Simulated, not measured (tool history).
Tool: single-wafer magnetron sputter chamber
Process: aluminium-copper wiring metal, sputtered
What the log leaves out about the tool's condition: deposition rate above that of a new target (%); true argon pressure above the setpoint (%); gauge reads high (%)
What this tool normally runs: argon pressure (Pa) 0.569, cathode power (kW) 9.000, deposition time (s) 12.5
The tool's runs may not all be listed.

run,day,argon pressure (Pa),cathode power (kW),deposition time (s),wafers since the last listed run,wafers on the sputter target,hours since the last manometer calibration,hours since the magnet pack was replaced,hours since the gauge calibration,"read-back reference wafer on the same gauge, thickness_nm",mean film thickness on the monitor wafer (Å)
1,0.000,0.569,9.000,12.5,0,5480,1135.3,6038.2,95.8,221.008,1917.49
2,0.592,0.569,9.000,12.5,434,5915,1149.5,6052.4,110.0,221.097,1906.35
3,1.062,0.569,9.000,12.5,346,6261,1160.8,6063.7,121.3,221.132,1914.79
4,1.321,0.569,9.000,12.5,189,6451,1167.0,6069.9,127.5,221.017,1901.31
5,1.912,0.569,9.000,12.5,434,6885,1181.2,6084.1,141.7,220.961,1919.26
6,2.325,0.569,9.000,12.5,303,7189,1191.1,6094.0,151.6,221.159,1903.85
7,2.717,0.569,10.200,12.5,287,7476,1200.5,6103.4,161.0,220.877,2111.29
8,3.121,0.569,10.200,12.5,297,7774,1210.2,6113.1,170.7,221.213,2103.73
9,3.654,0.569,10.750,12.5,391,8166,1223.0,6125.9,183.5,221.005,2185.31
# day 4.600: sputter target and shields replaced
10,4.796,0.569,10.750,12.5,594,145,1250.4,6153.3,210.9,220.794,2223.15
# day 4.992: gauge calibrated
11,5.054,0.390,9.000,12.5,189,335,1256.6,6159.5,1.5,221.049,2097.57
12,5.588,0.390,9.000,12.5,391,727,1269.4,6172.3,14.3,221.174,2107.15
# day 6.200: capacitance manometer re-zeroed and calibrated
13,6.221,0.569,9.000,14.0,220,947,0.5,6187.5,29.5,220.798,2172.31
14,6.354,0.509,7.350,12.5,97,1045,3.7,6190.7,32.7,221.124,1714.76
15,7.075,0.792,7.850,14.7,529,1575,21.0,6208.0,50.0,221.050,1865.01
16,7.346,0.569,10.600,12.5,199,1774,27.5,6214.5,56.5,220.872,2205.12
17,7.875,0.569,9.000,12.5,388,2163,40.2,6227.2,69.2,220.912,1952.87
18,8.229,0.569,10.850,11.8,260,2423,48.7,6235.7,77.7,221.049,2126.92
# day 8.983: magnet pack replaced
19,9.004,0.569,9.000,12.5,324,2748,67.3,0.5,96.3,220.822,1919.67
20,9.396,0.774,9.000,11.2,287,3036,76.7,9.9,105.7,221.009,1592.20
21,10.117,0.569,9.000,11.6,529,3566,94.0,27.2,123.0,220.896,1788.79
22,10.692,0.633,9.000,12.5,422,3988,107.8,41.0,136.8,221.158,1858.84
23,12.300,0.569,9.000,14.4,1182,5170,146.4,79.6,175.4,220.870,2217.92
24,12.679,0.569,10.550,11.7,278,5449,155.5,88.7,184.5,221.045,2029.73
25,13.788,0.569,9.000,12.5,814,6264,182.1,115.3,211.1,220.813,1907.73
# day 13.900: gauge calibrated
26,14.183,0.569,8.400,12.5,290,6555,191.6,124.8,6.8,220.863,1813.61
27,14.683,0.483,7.700,10.1,367,6922,203.6,136.8,18.8,221.122,1424.02

Exercise: give the hidden state of the tool at every run:
true argon pressure above the setpoint (%): 0 in every run
gauge reads high (%): 0 in every run
H1: deposition rate above that of a new target (%)
run,H1
1,-1.02
2,-1.15
3,-1.25
4,-1.31
5,-1.46
6,-1.57
7,-1.67
8,-1.79
9,-1.94
10,-0.0172
11,-0.0195
12,-0.03
13,-0.0524
14,-0.0585
15,-0.0999
16,-0.119
17,-0.162
18,-0.196
19,-0.28
20,-0.329
21,-0.43
22,-0.52
23,-0.821
24,-0.902
25,-1.16
26,-1.26
27,-1.4
